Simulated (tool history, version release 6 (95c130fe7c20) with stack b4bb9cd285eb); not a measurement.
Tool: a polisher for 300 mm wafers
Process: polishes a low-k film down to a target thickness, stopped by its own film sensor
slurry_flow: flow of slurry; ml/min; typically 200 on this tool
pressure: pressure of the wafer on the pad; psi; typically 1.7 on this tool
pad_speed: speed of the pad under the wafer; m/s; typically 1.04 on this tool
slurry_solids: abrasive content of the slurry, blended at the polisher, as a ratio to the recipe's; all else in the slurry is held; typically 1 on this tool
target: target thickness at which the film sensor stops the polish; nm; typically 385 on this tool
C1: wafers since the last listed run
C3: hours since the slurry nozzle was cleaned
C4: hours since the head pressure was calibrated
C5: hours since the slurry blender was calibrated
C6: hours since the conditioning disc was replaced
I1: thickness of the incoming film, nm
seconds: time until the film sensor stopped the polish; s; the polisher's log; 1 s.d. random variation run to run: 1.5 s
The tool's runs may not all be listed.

{"run": 1, "hour": 0.0, "slurry_flow": 200, "pressure": 1.7, "pad_speed": 0.76, "slurry_solids": 1.05, "target": 385, "C1": 0, "wafers polished on this pad": 127, "C3": 408.7, "C4": 1468, "C5": 75.5, "C6": 220.2, "I1": 427, "seconds": 191.9}
{"run": 2, "hour": 33.6, "slurry_flow": 200, "pressure": 1.7, "pad_speed": 0.76, "slurry_solids": 1.05, "target": 385, "C1": 426, "wafers polished on this pad": 553, "C3": 442.3, "C4": 1501.6, "C5": 109.1, "C6": 253.8, "I1": 436.7, "seconds": 239.7}
{"run": 3, "hour": 55.0, "slurry_flow": 200, "pressure": 1.7, "pad_speed": 0.76, "slurry_solids": 1.05, "target": 385, "C1": 271, "wafers polished on this pad": 825, "C3": 463.7, "C4": 1523, "C5": 130.5, "C6": 275.2, "I1": 434.9, "seconds": 234}
{"run": 4, "hour": 74.4, "slurry_flow": 200, "pressure": 1.7, "pad_speed": 1.04, "slurry_solids": 1.15, "target": 385, "C1": 245, "wafers polished on this pad": 1071, "C3": 483.1, "C4": 1542.4, "C5": 149.9, "C6": 294.6, "I1": 429.4, "seconds": 158.5}
{"hour": 107.8, "done": "worn pad replaced by a new one"}
{"run": 5, "hour": 108.3, "slurry_flow": 200, "pressure": 1.7, "pad_speed": 1.04, "slurry_solids": 1.15, "target": 385, "C1": 379, "wafers polished on this pad": 6, "C3": 517, "C4": 1576.3, "C5": 183.8, "C6": 328.5, "I1": 434.7, "seconds": 184.7}
{"hour": 116.1, "done": "slurry nozzle cleaned"}
{"hour": 120.9, "done": "conditioning disc replaced and pad reconditioned"}
{"run": 6, "hour": 126.9, "slurry_flow": 200, "pressure": 1.7, "pad_speed": 1.04, "slurry_solids": 1.15, "target": 385, "C1": 197, "wafers polished on this pad": 204, "C3": 10.8, "C4": 1594.9, "C5": 202.4, "C6": 6, "I1": 424.6, "seconds": 138}
{"run": 7, "hour": 140.1, "slurry_flow": 200, "pressure": 2.1, "pad_speed": 1.04, "slurry_solids": 1, "target": 385, "C1": 167, "wafers polished on this pad": 371, "C3": 24, "C4": 1608.1, "C5": 215.6, "C6": 19.2, "I1": 434.9, "seconds": 153.2}
{"run": 8, "hour": 170.9, "slurry_flow": 200, "pressure": 1.7, "pad_speed": 1.04, "slurry_solids": 1, "target": 385, "C1": 390, "wafers polished on this pad": 761, "C3": 54.8, "C4": 1638.9, "C5": 246.4, "C6": 50, "I1": 428.5, "seconds": 163.9}
{"run": 9, "hour": 188.3, "slurry_flow": 160, "pressure": 1.7, "pad_speed": 1.04, "slurry_solids": 1.1, "target": 385, "C1": 220, "wafers polished on this pad": 982, "C3": 72.2, "C4": 1656.3, "C5": 263.8, "C6": 67.4, "I1": 433.3, "seconds": 182.2}
{"hour": 212.5, "done": "worn pad replaced by a new one"}
{"hour": 214.9, "done": "head pressure recalibrated"}
{"run": 10, "hour": 216.4, "slurry_flow": 245, "pressure": 1.7, "pad_speed": 1.38, "slurry_solids": 1.15, "target": 385, "C1": 280, "wafers polished on this pad": 23, "C3": 100.3, "C4": 1.5, "C5": 291.9, "C6": 95.5, "I1": 426.4, "seconds": 121.9}
{"hour": 243.9, "done": "slurry blender recalibrated"}
{"run": 11, "hour": 244.4, "slurry_flow": 200, "pressure": 1.7, "pad_speed": 1.04, "slurry_solids": 0.75, "target": 385, "C1": 329, "wafers polished on this pad": 353, "C3": 128.3, "C4": 29.5, "C5": 0.5, "C6": 123.5, "I1": 424.6, "seconds": 147.1}
{"run": 12, "hour": 265.9, "slurry_flow": 170, "pressure": 1.7, "pad_speed": 1.04, "slurry_solids": 0.9, "target": 385, "C1": 272, "wafers polished on this pad": 626, "C3": 149.8, "C4": 51, "C5": 22, "C6": 145, "I1": 428.1, "seconds": 154.7}
{"run": 13, "hour": 290.0, "slurry_flow": 200, "pressure": 1.7, "pad_speed": 1.04, "slurry_solids": 1, "target": 385, "C1": 305, "wafers polished on this pad": 931, "C3": 173.9, "C4": 75.1, "C5": 46.1, "C6": 169.1, "I1": 426.6, "seconds": 144.1}
{"run": 14, "hour": 324.5, "slurry_flow": 145, "pressure": 1.3, "pad_speed": 0.74, "slurry_solids": 1, "target": 397, "C1": 437, "wafers polished on this pad": 1369, "C3": 208.4, "C4": 109.6, "C5": 80.6, "C6": 203.6, "I1": 429.3, "seconds": 199.2}
{"hour": 329.8, "done": "worn pad replaced by a new one"}
{"run": 15, "hour": 340.0, "slurry_flow": 200, "pressure": 2.2, "pad_speed": 1.34, "slurry_solids": 1, "target": 385, "C1": 145, "wafers polished on this pad": 129, "C3": 223.9, "C4": 125.1, "C5": 96.1, "C6": 219.1, "I1": 428.8, "seconds": 98.7}

Predict each of these 3 candidate next runs independently; none follows another, all start after run 15:
{"run": "A", "hour": 340.5, "slurry_flow": 200, "pressure": 1.7, "pad_speed": 1.04, "slurry_solids": 1, "target": 385, "C1": 6, "wafers polished on this pad": 136, "C3": 224.4, "C4": 125.6, "C5": 96.6, "C6": 219.6, "I1": 428.1, "seconds": "?"}
{"run": "B", "hour": 340.5, "slurry_flow": 200, "pressure": 1.7, "pad_speed": 1.28, "slurry_solids": 1, "target": 385, "C1": 6, "wafers polished on this pad": 136, "C3": 224.4, "C4": 125.6, "C5": 96.6, "C6": 219.6, "I1": 428.1, "seconds": "?"}
{"run": "C", "hour": 340.5, "slurry_flow": 200, "pressure": 1.7, "pad_speed": 0.9, "slurry_solids": 1, "target": 385, "C1": 6, "wafers polished on this pad": 136, "C3": 224.4, "C4": 125.6, "C5": 96.6, "C6": 219.6, "I1": 428.1, "seconds": "?"}

run=A seconds=153.3
run=B seconds=130.5
run=C seconds=171.4
Take away the tool's hidden state, keep each run's random variation, and the runs would have read:
run=A seconds=143.6
run=B seconds=122.3
run=C seconds=160.5
